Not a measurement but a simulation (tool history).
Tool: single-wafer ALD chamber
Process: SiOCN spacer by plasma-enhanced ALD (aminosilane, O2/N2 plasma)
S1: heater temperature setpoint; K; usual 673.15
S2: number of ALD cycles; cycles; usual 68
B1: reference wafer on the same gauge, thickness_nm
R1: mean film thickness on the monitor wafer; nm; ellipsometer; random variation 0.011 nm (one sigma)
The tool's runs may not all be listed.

run   hour      S1  S2     B1     R1
  1    0.0  673.15  68  4.953  4.206
  2   18.6  673.15  68  4.946  4.220
  3   53.7  673.15  68  4.949  4.212
  4   83.4  677.15  68  4.954  4.164
  5  114.7  673.15  68  4.950  4.215
  6  127.6  673.15  68  4.951  4.204
  7  162.7  682.15  68  4.952  4.073
  8  175.9  673.15  57  4.954  3.531
  9  200.2  673.15  57  4.951  3.527
 10  214.3  669.15  56  4.951  3.468
 11  227.8  687.15  63  4.949  3.713
 12  259.2  683.15  79  4.946  4.724
 13  284.6  673.15  68  4.950  4.230
 14  318.6  673.15  78  4.950  4.866
 15  353.6  659.15  74  4.948  4.612
 16  371.5  673.15  68  4.949  4.229
 17  401.4  659.15  81  4.950  5.029
 18  473.5  678.15  72  4.948  4.385

Taken out of this log: 2 entries between the listed runs. Where each belongs, and how the hidden state differs across it:
Between runs 6 and 7: thermocouple changed; heater temperature recalibrated (hour 159.9)
  no hidden state differs between the two runs
Between runs 7 and 8: gauge calibrated (hour 172.7)
  no hidden state differs between the two runs
